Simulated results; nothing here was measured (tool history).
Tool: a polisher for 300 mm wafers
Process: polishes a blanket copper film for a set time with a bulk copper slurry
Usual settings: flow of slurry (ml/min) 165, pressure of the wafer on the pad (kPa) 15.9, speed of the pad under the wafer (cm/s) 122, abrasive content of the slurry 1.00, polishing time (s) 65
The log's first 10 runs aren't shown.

run   hour  flow of slurry (ml/min)  pressure of the wafer on the pad (kPa)  speed of the pad under the wafer (cm/s)  abrasive content of the slurry  polishing time (s)  wafers since the last listed run  wafers polished on this pad  hours since the slurry nozzle was cleaned  hours since the head pressure was calibrated  hours since the slurry blender was calibrated  incoming thickness of the incoming film, nm  film removed (angstrom)
 11  230.3                      165                                    15.9                                      122                            1.00                  65                               107                          112                                      218.5                                        1174.0                                          141.0                                       3376.3                     6675
     250.5  -- slurry blender recalibrated
 12  264.4                      165                                    12.4                                      122                            1.25                  65                               314                          427                                      252.6                                        1208.1                                           13.9                                       3324.8                     5398
 13  289.7                      140                                    18.6                                      122                            1.10                  80                               248                          675                                      277.9                                        1233.4                                           39.2                                       3239.7                     9672
 14  313.9                      165                                    12.4                                      122                            1.25                  74                               237                          912                                      302.1                                        1257.6                                           63.4                                       3273.0                     6214
 15  347.5                      165                                    19.3                                      122                            0.70                  46                               329                         1242                                      335.7                                        1291.2                                           97.0                                       3334.4                     5094
 16  364.8                      165                                    15.9                                      122                            1.00                  65                               169                         1411                                      353.0                                        1308.5                                          114.3                                       3341.1                     6679
     365.8  -- slurry nozzle cleaned
 17  396.1                      165                                    20.7                                      122                            1.20                  42                               297                         1709                                       30.3                                        1339.8                                          145.6                                       3301.2                     5831
     407.9  -- worn pad replaced by a new one
 18  414.3                      120                                    15.9                                      122                            1.00                  65                               139                           62                                       48.5                                        1358.0                                          163.8                                       3293.9                     6226
     440.5  -- slurry blender recalibrated
 19  444.7                      165                                    15.9                                      122                            1.00                  65                               278                          341                                       78.9                                        1388.4                                            4.2                                       3332.6                     6558
 20  473.6                      165                                    18.6                                      122                            1.00                  65                               283                          624                                      107.8                                        1417.3                                           33.1                                       3364.4                     7947
 21  507.3                      165                                    15.9                                      122                            1.00                  65                               330                          955                                      141.5                                        1451.0                                           66.8                                       3325.2                     6681
     525.2  -- head pressure recalibrated
 22  537.0                      105                                    15.9                                      122                            1.00                  65                               271                         1226                                      171.2                                          11.8                                           96.5                                       3348.1                     6172
     567.9  -- worn pad replaced by a new one
 23  568.4                      120                                    15.9                                       82                            0.90                  65                               268                            5                                      202.6                                          43.2                                          127.9                                       3317.5                     4700
 24  591.3                      165                                    15.9                                      122                            1.00                  65                               224                          229                                      225.5                                          66.1                                          150.8                                       3355.9                     6834
     602.0  -- slurry blender recalibrated
 25  620.9                      165                                    15.9                                       90                            1.00                  65                               270                          500                                      255.1                                          95.7                                           18.9                                       3328.9                     5455
 26  640.6                      165                                    15.9                                      122                            0.80                  65                               193                          693                                      274.8                                         115.4                                           38.6                                       3365.6                     6183
     666.5  -- slurry nozzle cleaned
 27  674.2                      165                                    18.6                                       96                            1.00                  82                               319                         1013                                        7.7                                         149.0                                           72.2                                       3350.5                     8489

Forecast run 28:
 28  690.0                      165                                    15.9                                      122                            1.00                  65                               154                         1168                                       23.5                                         164.8                                           88.0                                       3303.3                        ?

{"run 28": {"film removed (angstrom)": 6730}}
Without the tool's hidden state the same run would have given film removed (angstrom) 6730.
